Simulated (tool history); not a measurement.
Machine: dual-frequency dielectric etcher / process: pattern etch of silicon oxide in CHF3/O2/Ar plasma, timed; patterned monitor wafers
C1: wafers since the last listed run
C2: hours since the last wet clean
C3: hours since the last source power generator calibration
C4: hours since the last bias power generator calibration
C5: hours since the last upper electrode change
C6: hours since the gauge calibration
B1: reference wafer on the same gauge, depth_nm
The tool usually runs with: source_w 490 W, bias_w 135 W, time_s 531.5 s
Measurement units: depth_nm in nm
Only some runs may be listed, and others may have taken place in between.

run 1 hour=0.0 | source_w=490 bias_w=135 time_s=531.5 | C1=0 C2=451.0 C3=2349.7 C4=2571.3 C5=3405.5 C6=2430.5 | B1=873.3 | depth_nm=885.0
-- hour=33.2 wet clean of the chamber
run 2 hour=71.8 | source_w=490 bias_w=135 time_s=531.5 | C1=105 C2=38.6 C3=2421.5 C4=2643.1 C5=3477.3 C6=2502.3 | B1=873.8 | depth_nm=882.7
run 3 hour=140.8 | source_w=490 bias_w=135 time_s=531.5 | C1=152 C2=107.6 C3=2490.5 C4=2712.1 C5=3546.3 C6=2571.3 | B1=871.4 | depth_nm=881.6
run 4 hour=291.7 | source_w=490 bias_w=135 time_s=531.5 | C1=332 C2=258.5 C3=2641.4 C4=2863.0 C5=3697.2 C6=2722.2 | B1=873.8 | depth_nm=881.4
run 5 hour=326.5 | source_w=560 bias_w=135 time_s=531.5 | C1=76 C2=293.3 C3=2676.2 C4=2897.8 C5=3732.0 C6=2757.0 | B1=872.1 | depth_nm=943.5
run 6 hour=362.0 | source_w=520 bias_w=147 time_s=531.5 | C1=78 C2=328.8 C3=2711.7 C4=2933.3 C5=3767.5 C6=2792.5 | B1=873.3 | depth_nm=924.4
-- hour=379.3 gauge calibrated
run 7 hour=395.8 | source_w=490 bias_w=135 time_s=531.5 | C1=74 C2=362.6 C3=2745.5 C4=2967.1 C5=3801.3 C6=16.5 | B1=875.0 | depth_nm=885.9
run 8 hour=455.3 | source_w=490 bias_w=124 time_s=531.5 | C1=131 C2=422.1 C3=2805.0 C4=3026.6 C5=3860.8 C6=76.0 | B1=874.0 | depth_nm=863.0
-- hour=461.8 bias power generator calibrated
run 9 hour=510.2 | source_w=580 bias_w=135 time_s=479.5 | C1=112 C2=477.0 C3=2859.9 C4=48.4 C5=3915.7 C6=130.9 | B1=872.8 | depth_nm=864.5
-- hour=578.1 wet clean of the chamber
run 10 hour=578.6 | source_w=580 bias_w=149 time_s=531.5 | C1=97 C2=0.5 C3=2928.3 C4=116.8 C5=3984.1 C6=199.3 | B1=873.0 | depth_nm=988.7
run 11 hour=600.5 | source_w=420 bias_w=118 time_s=635.5 | C1=48 C2=22.4 C3=2950.2 C4=138.7 C5=4006.0 C6=221.2 | B1=873.6 | depth_nm=947.6
run 12 hour=650.1 | source_w=460 bias_w=153 time_s=446.5 | C1=109 C2=72.0 C3=2999.8 C4=188.3 C5=4055.6 C6=270.8 | B1=872.6 | depth_nm=739.3
run 13 hour=784.9 | source_w=490 bias_w=135 time_s=531.5 | C1=297 C2=206.8 C3=3134.6 C4=323.1 C5=4190.4 C6=405.6 | B1=873.2 | depth_nm=884.9
run 14 hour=848.2 | source_w=490 bias_w=135 time_s=628.5 | C1=139 C2=270.1 C3=3197.9 C4=386.4 C5=4253.7 C6=468.9 | B1=873.0 | depth_nm=1045.7
run 15 hour=902.6 | source_w=560 bias_w=103 time_s=622.5 | C1=119 C2=324.5 C3=3252.3 C4=440.8 C5=4308.1 C6=523.3 | B1=872.5 | depth_nm=1044.3
run 16 hour=950.9 | source_w=430 bias_w=135 time_s=422.0 | C1=106 C2=372.8 C3=3300.6 C4=489.1 C5=4356.4 C6=571.6 | B1=872.4 | depth_nm=654.9
run 17 hour=992.1 | source_w=610 bias_w=135 time_s=531.5 | C1=90 C2=414.0 C3=3341.8 C4=530.3 C5=4397.6 C6=612.8 | B1=873.9 | depth_nm=986.9
-- hour=1016.5 upper electrode replaced
-- hour=1046.2 source power generator calibrated
run 18 hour=1050.9 | source_w=490 bias_w=135 time_s=531.5 | C1=67 C2=472.8 C3=4.7 C4=589.1 C5=34.4 C6=671.6 | B1=872.4 | depth_nm=857.6
-- hour=1108.2 wet clean of the chamber
run 19 hour=1108.7 | source_w=430 bias_w=105 time_s=381.5 | C1=74 C2=0.5 C3=62.5 C4=646.9 C5=92.2 C6=729.4 | B1=872.7 | depth_nm=544.7
run 20 hour=1156.9 | source_w=390 bias_w=111 time_s=584.5 | C1=106 C2=48.7 C3=110.7 C4=695.1 C5=140.4 C6=777.6 | B1=872.3 | depth_nm=799.1
run 21 hour=1201.2 | source_w=560 bias_w=135 time_s=484.5 | C1=97 C2=93.0 C3=155.0 C4=739.4 C5=184.7 C6=821.9 | B1=872.6 | depth_nm=842.6
run 22 hour=1263.4 | source_w=490 bias_w=114 time_s=664.0 | C1=137 C2=155.2 C3=217.2 C4=801.6 C5=246.9 C6=884.1 | B1=872.3 | depth_nm=1036.5
run 23 hour=1293.7 | source_w=520 bias_w=115 time_s=624.5 | C1=66 C2=185.5 C3=247.5 C4=831.9 C5=277.2 C6=914.4 | B1=872.5 | depth_nm=1011.0
run 24 hour=1354.3 | source_w=490 bias_w=124 time_s=531.5 | C1=133 C2=246.1 C3=308.1 C4=892.5 C5=337.8 C6=975.0 | B1=875.0 | depth_nm=845.5
run 25 hour=1416.8 | source_w=430 bias_w=123 time_s=602.0 | C1=137 C2=308.6 C3=370.6 C4=955.0 C5=400.3 C6=1037.5 | B1=873.0 | depth_nm=888.8
run 26 hour=1483.5 | source_w=490 bias_w=144 time_s=531.5 | C1=147 C2=375.3 C3=437.3 C4=1021.7 C5=467.0 C6=1104.2 | B1=871.8 | depth_nm=879.4
run 27 hour=1529.2 | source_w=490 bias_w=135 time_s=531.5 | C1=100 C2=421.0 C3=483.0 C4=1067.4 C5=512.7 C6=1149.9 | B1=873.9 | depth_nm=865.3
run 28 hour=1601.2 | source_w=490 bias_w=135 time_s=531.5 | C1=158 C2=493.0 C3=555.0 C4=1139.4 C5=584.7 C6=1221.9 | B1=873.1 | depth_nm=870.5
-- hour=1681.7 wet clean of the chamber
run 29 hour=1682.2 | source_w=490 bias_w=135 time_s=485.0 | C1=125 C2=0.5 C3=636.0 C4=1220.4 C5=665.7 C6=1302.9 | B1=874.0 | depth_nm=789.8

What was the tool's hidden state at every run in the log?
etch rate over this chamber's usual, %: 0, the same for each run
bias power that arrives over what is set, %: 0, the same for each run
gauge reads high (%): 0, the same for each run
H1: source power that arrives over what is set, %
run=1 H1=4.03
run=2 H1=4.15
run=3 H1=4.26
run=4 H1=4.5
run=5 H1=4.56
run=6 H1=4.61
run=7 H1=4.67
run=8 H1=4.76
run=9 H1=4.85
run=10 H1=4.96
run=11 H1=5
run=12 H1=5.08
run=13 H1=5.29
run=14 H1=5.39
run=15 H1=5.48
run=16 H1=5.56
run=17 H1=5.62
run=18 H1=0.253
run=19 H1=0.345
run=20 H1=0.423
run=21 H1=0.494
run=22 H1=0.594
run=23 H1=0.642
run=24 H1=0.739
run=25 H1=0.84
run=26 H1=0.947
run=27 H1=1.02
run=28 H1=1.14
run=29 H1=1.27

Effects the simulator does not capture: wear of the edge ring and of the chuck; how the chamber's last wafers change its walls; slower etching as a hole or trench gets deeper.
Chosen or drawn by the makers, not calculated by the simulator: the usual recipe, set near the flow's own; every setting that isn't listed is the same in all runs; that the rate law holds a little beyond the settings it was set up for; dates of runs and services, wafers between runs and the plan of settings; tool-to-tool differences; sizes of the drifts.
